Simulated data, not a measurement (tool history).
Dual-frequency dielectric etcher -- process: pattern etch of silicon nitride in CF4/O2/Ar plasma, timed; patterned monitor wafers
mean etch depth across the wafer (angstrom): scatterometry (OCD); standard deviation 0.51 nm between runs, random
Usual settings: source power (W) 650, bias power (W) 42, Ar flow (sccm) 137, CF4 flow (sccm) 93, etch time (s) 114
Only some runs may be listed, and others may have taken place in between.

run,hour,source power (W),bias power (W),Ar flow (sccm),CF4 flow (sccm),etch time (s),"read-back reference wafer on the same gauge, depth_nm",mean etch depth across the wafer (angstrom)
1,0,650,42,137,93,114,203.8,2243
2,7.1,650,42,137,99,114,204,2267
3,16.3,650,42,137,99,114,204.2,2249
# hour 43.7: upper electrode replaced, of another model than before
4,44.2,650,42,137,93,114,204,2241
5,44.5,650,42,137,93,114,204,2237
6,56,650,42,137,93,114,203.9,2226
# hour 64.8: CF4 flow controller replaced
7,70.1,760,42,137,93,125.5,203.9,2946
8,77.2,760,42,137,93,125.5,204,2939
# hour 96.1: gauge calibrated
# hour 112.8: wet clean of the chamber
9,113.3,650,42,137,93,114,204.3,2331
10,113.7,540,49,137,113,92,204.2,1584
11,114,740,42,137,103,114,203.9,2754
12,114.4,650,42,137,93,114,204,2332
# hour 123.6: Ar flow controller replaced
13,136.5,650,42,137,93,114,203.9,2340
# hour 142.4: source power generator calibrated
14,146.9,650,42,137,93,114,203.8,2335
# hour 163.7: bias power generator calibrated
15,164.2,540,49,137,113,92,203.8,1579
16,174.9,650,42,169,93,114,203.9,2244
17,185.6,650,42,149,93,114,204,2284
18,199.6,650,46,137,84,114,204,2341
19,216.6,510,42,158,93,114,204.2,1665
20,226.4,790,42,137,93,114,203.9,2909
21,235.6,570,38,137,106,114,204.1,1948

Here are 4 independent what-if runs from the current tool condition. What would each one return?
A,236,650,42,137,93,114,?,?
B,236,650,42,137,71,142,?,?
C,236,650,33,137,93,114,?,?
D,236,650,37,137,93,114,?,?

run,"read-back reference wafer on the same gauge, depth_nm",mean etch depth across the wafer (angstrom)
A,203.9,2317
B,203.9,2804
C,203.9,2210
D,203.9,2258
Without the tool's hidden state the same runs would have given:
run,mean etch depth across the wafer (angstrom)
A,2332
B,2822
C,2224
D,2273
